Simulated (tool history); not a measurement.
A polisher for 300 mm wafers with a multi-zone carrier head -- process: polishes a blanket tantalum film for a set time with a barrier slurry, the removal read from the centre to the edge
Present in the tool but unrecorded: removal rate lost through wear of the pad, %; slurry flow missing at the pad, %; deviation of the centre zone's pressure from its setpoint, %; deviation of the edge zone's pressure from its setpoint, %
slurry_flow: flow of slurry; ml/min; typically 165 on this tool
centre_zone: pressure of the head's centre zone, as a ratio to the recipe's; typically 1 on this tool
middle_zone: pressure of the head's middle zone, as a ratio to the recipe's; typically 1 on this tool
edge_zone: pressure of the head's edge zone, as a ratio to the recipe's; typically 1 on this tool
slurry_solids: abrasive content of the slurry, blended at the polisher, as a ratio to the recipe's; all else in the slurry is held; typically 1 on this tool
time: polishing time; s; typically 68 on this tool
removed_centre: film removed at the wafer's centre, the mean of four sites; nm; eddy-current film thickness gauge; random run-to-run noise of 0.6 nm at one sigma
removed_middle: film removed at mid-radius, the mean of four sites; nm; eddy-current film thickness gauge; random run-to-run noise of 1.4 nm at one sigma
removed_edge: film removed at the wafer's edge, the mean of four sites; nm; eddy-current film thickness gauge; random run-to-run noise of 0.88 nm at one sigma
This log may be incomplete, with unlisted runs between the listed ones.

run	day	slurry_flow	centre_zone	middle_zone	edge_zone	slurry_solids	time	wafers since the last listed run	wafers polished on this pad	hours since the slurry nozzle was cleaned	hours since the centre zone pressure was calibrated	hours since the edge zone pressure was calibrated	hours since the carrier head's membrane was replaced	incoming thickness of the incoming film, nm	removed_centre	removed_middle	removed_edge
1	0	165	1	1	1	1	68	0	3779	455.7	1137	74.9	956.2	476.6	95	97.3	95.7
2	1.033	190	1	1	0.96	0.7	85	285	4064	480.5	1161.8	99.7	981	469	107.3	104.6	103.3
# day 1.212: worn pad replaced by a new one
# day 2.95: slurry nozzle cleaned
3	3.696	165	1	0.97	1	1	68	676	673	17.9	1225.7	163.6	1044.9	475.7	97.1	98.5	97.8
4	6.588	165	1.05	1.04	1	1	68	797	1470	87.3	1295.1	233	1114.3	471.8	101.7	102.7	95.9
5	11.867	135	1	1	1	1	68	1456	2926	214	1421.8	359.7	1241	470.7	92	93.2	91.7
# day 13.546: carrier head's membrane replaced by a new one
# day 13.746: edge zone pressure recalibrated
6	14.217	165	1	1	1	1	68	567	3494	270.4	1478.2	11.3	16.1	461.3	96.2	97.3	95.5
# day 16.021: centre zone pressure recalibrated
7	16.042	165	1	1	1	1	68	480	3974	314.2	0.5	55.1	59.9	470.7	94.6	98.6	93.9
# day 18.629: worn pad replaced by a new one
8	18.8	165	1.09	1	0.88	1	68	714	47	380.4	66.7	121.3	126.1	472.9	105.2	97.6	91.5
9	21.054	165	1	1	1.12	1.3	68	621	669	434.5	120.8	175.4	180.2	471.1	105.1	106.7	111.5
10	23.521	165	1.06	1	1	1	68	680	1349	493.7	180	234.6	239.4	463.6	102.8	98.6	97.7
# day 23.912: slurry nozzle cleaned
11	25.933	145	1	0.95	1.07	1	68	653	2003	48.5	237.9	292.5	297.3	465.1	94.6	88.7	99.6
12	27.821	180	1	1	1	1	68	520	2524	93.8	283.2	337.8	342.6	475.3	98	98.9	97.8
13	29.554	210	1	1	1	1	68	478	3002	135.4	324.8	379.4	384.2	473.1	101.7	101.8	99.5

Run 14 has not been measured yet. What should we expect?
# day 30.221: edge zone pressure recalibrated
14	31.512	210	0.96	1	1.06	1.15	68	517	3519	182.4	371.8	31	431.2	460.6	?	?	?

removed_centre: 100.7 nm
removed_middle: 105.5 nm
removed_edge: 106.4 nm
The same run, on a tool lacking any hidden state, would have yielded removed_centre 102.8 nm, removed_middle 107.8 nm, removed_edge 108.7 nm.
